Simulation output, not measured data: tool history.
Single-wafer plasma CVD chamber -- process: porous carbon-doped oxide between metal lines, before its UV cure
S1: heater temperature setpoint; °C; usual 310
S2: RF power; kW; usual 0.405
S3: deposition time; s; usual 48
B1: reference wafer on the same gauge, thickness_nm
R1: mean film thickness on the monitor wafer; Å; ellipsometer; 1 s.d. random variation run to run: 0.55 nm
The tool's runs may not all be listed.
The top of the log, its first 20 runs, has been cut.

Run 21, hour 976.3: usual settings but S1 299 °C, S2 0.485 kW, S3 42.5 s; B1 237.912. Result: R1 2655.6 Å.
Run 22, hour 1023.3: usual settings but S1 298 °C, S2 0.37 kW, S3 55.6 s; B1 238.13. Result: R1 2711.3 Å.
Run 23, hour 1049.8: usual settings but S1 315 °C, S2 0.385 kW, S3 43.3 s; B1 238.175. Result: R1 1981.17 Å.
Run 24, hour 1121: usual settings; B1 238.114. Result: R1 2375.7 Å.
At hour 1160.2: gauge calibrated.
Run 25, hour 1264.3: usual settings; B1 234.016. Result: R1 2347.15 Å.
At hour 1280.1: thermocouple changed; heater temperature recalibrated.
At hour 1383.4: RF generator calibrated.
Run 26, hour 1454.5: usual settings but S2 0.485 kW, S3 54.1 s; B1 235.126. Result: R1 3115.51 Å.
Run 27, hour 1507.4: usual settings but S2 0.465 kW; B1 235.284. Result: R1 2664.21 Å.
Run 28, hour 1566: usual settings but S1 305 °C, S2 0.445 kW, S3 41.7 s; B1 235.655. Result: R1 2312.1 Å.
Run 29, hour 1617: usual settings but S1 318 °C, S2 0.365 kW, S3 54.9 s; B1 235.711. Result: R1 2306.92 Å.
Run 30, hour 1654.1: usual settings but S1 318 °C, S2 0.365 kW, S3 43.9 s; B1 235.825. Result: R1 1854.97 Å.
Run 31, hour 1715.3: usual settings; B1 236.028. Result: R1 2364.81 Å.
Run 32, hour 1745.8: usual settings but S3 43.9 s; B1 236.028. Result: R1 2161.27 Å.
Run 33, hour 1800.2: usual settings but S2 0.325 kW; B1 236.163. Result: R1 1879.82 Å.
Run 34, hour 1861.6: usual settings but S1 302 °C; B1 236.386. Result: R1 2480.54 Å.

Branching from run 34: 4 alternative next runs. What would each branch give?
Run A, hour 1862: usual settings but S3 56 s; B1 ?. Result: R1 ?.
Run B, hour 1862: usual settings but S1 321 °C, S3 38.8 s; B1 ?. Result: R1 ?.
Run C, hour 1862: usual settings but S1 300 °C; B1 ?. Result: R1 ?.
Run D, hour 1862: usual settings but S1 299 °C; B1 ?. Result: R1 ?.

run       B1       R1
  A  236.335  2743.95
  B  236.335  1796.62
  C  236.335  2513.53
  D  236.335   2530.2
What these runs would have given with no unlogged condition in the tool:
run       R1
  A  2704.77
  B  1770.97
  C  2477.65
  D  2494.07
